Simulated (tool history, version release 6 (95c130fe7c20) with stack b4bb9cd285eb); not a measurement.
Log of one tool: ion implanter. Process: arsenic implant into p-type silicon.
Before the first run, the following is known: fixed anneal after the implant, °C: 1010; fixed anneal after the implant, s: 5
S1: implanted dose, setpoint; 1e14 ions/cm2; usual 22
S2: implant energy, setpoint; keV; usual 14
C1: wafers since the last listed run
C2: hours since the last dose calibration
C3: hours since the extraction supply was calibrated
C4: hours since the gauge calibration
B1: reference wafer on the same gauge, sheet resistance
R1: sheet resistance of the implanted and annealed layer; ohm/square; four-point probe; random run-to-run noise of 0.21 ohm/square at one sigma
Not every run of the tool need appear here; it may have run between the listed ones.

run 1 hour=0 | S1=20.31 S2=14 | C1=0 C2=1999 C3=1726.6 C4=143.6 | B1=155.03 | R1=138.77
run 2 hour=7.5 | S1=22 S2=12.5 | C1=169 C2=2006.5 C3=1734.1 C4=151.1 | B1=155.05 | R1=142.84
run 3 hour=18.5 | S1=22 S2=12.5 | C1=249 C2=2017.5 C3=1745.1 C4=162.1 | B1=155.01 | R1=143.19
run 4 hour=35.1 | S1=22 S2=12.5 | C1=375 C2=2034.1 C3=1761.7 C4=178.7 | B1=154.99 | R1=142.47
run 5 hour=42.8 | S1=23.56 S2=10.5 | C1=174 C2=2041.8 C3=1769.4 C4=186.4 | B1=154.97 | R1=149.61
run 6 hour=50.8 | S1=22 S2=14 | C1=181 C2=2049.8 C3=1777.4 C4=194.4 | B1=154.94 | R1=137.29
run 7 hour=65.9 | S1=22 S2=14 | C1=342 C2=2064.9 C3=1792.5 C4=209.5 | B1=155 | R1=137.23
run 8 hour=81.9 | S1=23.54 S2=13 | C1=362 C2=2080.9 C3=1808.5 C4=225.5 | B1=154.94 | R1=140.22
run 9 hour=89.8 | S1=23.54 S2=13 | C1=178 C2=2088.8 C3=1816.4 C4=233.4 | B1=154.98 | R1=139.95
run 10 hour=98.1 | S1=23.54 S2=13 | C1=187 C2=2097.1 C3=1824.7 C4=241.7 | B1=154.93 | R1=139.88
run 11 hour=115.7 | S1=22 S2=14 | C1=398 C2=2114.7 C3=1842.3 C4=259.3 | B1=154.96 | R1=137.41
-- hour=140.5 extraction supply calibrated
run 12 hour=166.3 | S1=22 S2=14 | C1=964 C2=2165.3 C3=25.8 C4=309.9 | B1=154.91 | R1=137.68
run 13 hour=172.7 | S1=22 S2=14 | C1=144 C2=2171.7 C3=32.2 C4=316.3 | B1=155.03 | R1=137.76
run 14 hour=180 | S1=22 S2=14 | C1=165 C2=2179 C3=39.5 C4=323.6 | B1=154.96 | R1=137.45
run 15 hour=191.1 | S1=22 S2=14 | C1=251 C2=2190.1 C3=50.6 C4=334.7 | B1=154.88 | R1=137.39
run 16 hour=197.9 | S1=27.74 S2=10 | C1=154 C2=2196.9 C3=57.4 C4=341.5 | B1=155.01 | R1=148.66
run 17 hour=224.8 | S1=19.26 S2=17.5 | C1=609 C2=2223.8 C3=84.3 C4=368.4 | B1=155.06 | R1=127.43
run 18 hour=244.3 | S1=22 S2=14 | C1=441 C2=2243.3 C3=103.8 C4=387.9 | B1=155 | R1=136.78
run 19 hour=255.5 | S1=27.29 S2=14 | C1=253 C2=2254.5 C3=115 C4=399.1 | B1=154.96 | R1=134.64
-- hour=261.2 gauge calibrated
run 20 hour=266.5 | S1=20.06 S2=12.5 | C1=249 C2=2265.5 C3=126 C4=5.3 | B1=154.95 | R1=144.24
run 21 hour=278 | S1=22 S2=14 | C1=260 C2=2277 C3=137.5 C4=16.8 | B1=154.92 | R1=137.17
-- hour=300.6 Faraday cup replaced and dose calibrated
run 22 hour=301.1 | S1=18.88 S2=10.5 | C1=342 C2=0.5 C3=160.6 C4=39.9 | B1=154.96 | R1=153.78
run 23 hour=310.2 | S1=27.82 S2=14 | C1=206 C2=9.6 C3=169.7 C4=49 | B1=155 | R1=134.23
run 24 hour=317.5 | S1=17.48 S2=16.5 | C1=165 C2=16.9 C3=177 C4=56.3 | B1=155.08 | R1=132.45
run 25 hour=333.1 | S1=27.38 S2=10 | C1=353 C2=32.5 C3=192.6 C4=71.9 | B1=154.98 | R1=149.26
run 26 hour=341.1 | S1=17.42 S2=14 | C1=181 C2=40.5 C3=200.6 C4=79.9 | B1=155.01 | R1=141.37
run 27 hour=373.7 | S1=18.47 S2=17.5 | C1=738 C2=73.1 C3=233.2 C4=112.5 | B1=154.95 | R1=128.15
run 28 hour=389.9 | S1=23.97 S2=18 | C1=366 C2=89.3 C3=249.4 C4=128.7 | B1=154.99 | R1=122.76
run 29 hour=405.4 | S1=22 S2=14 | C1=351 C2=104.8 C3=264.9 C4=144.2 | B1=154.91 | R1=137.23
run 30 hour=418.6 | S1=15.81 S2=12.5 | C1=298 C2=118 C3=278.1 C4=157.4 | B1=155.02 | R1=149.38

Predict each of these 4 candidate next runs independently; none follows another, all start after run 30:
run A hour=419 | S1=19.96 S2=14 | C1=9 C2=118.4 C3=278.5 C4=157.8 | B1=? | R1=?
run B hour=419 | S1=24.35 S2=12 | C1=9 C2=118.4 C3=278.5 C4=157.8 | B1=? | R1=?
run C hour=419 | S1=24.31 S2=15.5 | C1=9 C2=118.4 C3=278.5 C4=157.8 | B1=? | R1=?
run D hour=419 | S1=18.86 S2=17.5 | C1=9 C2=118.4 C3=278.5 C4=157.8 | B1=? | R1=?

run=A B1=155.01 R1=138.72
run=B B1=155.01 R1=143.1
run=C B1=155.01 R1=130.68
run=D B1=155.01 R1=127.73
With no hidden state in the tool, these same runs would have given:
run=A R1=138.72
run=B R1=143.1
run=C R1=130.68
run=D R1=127.73
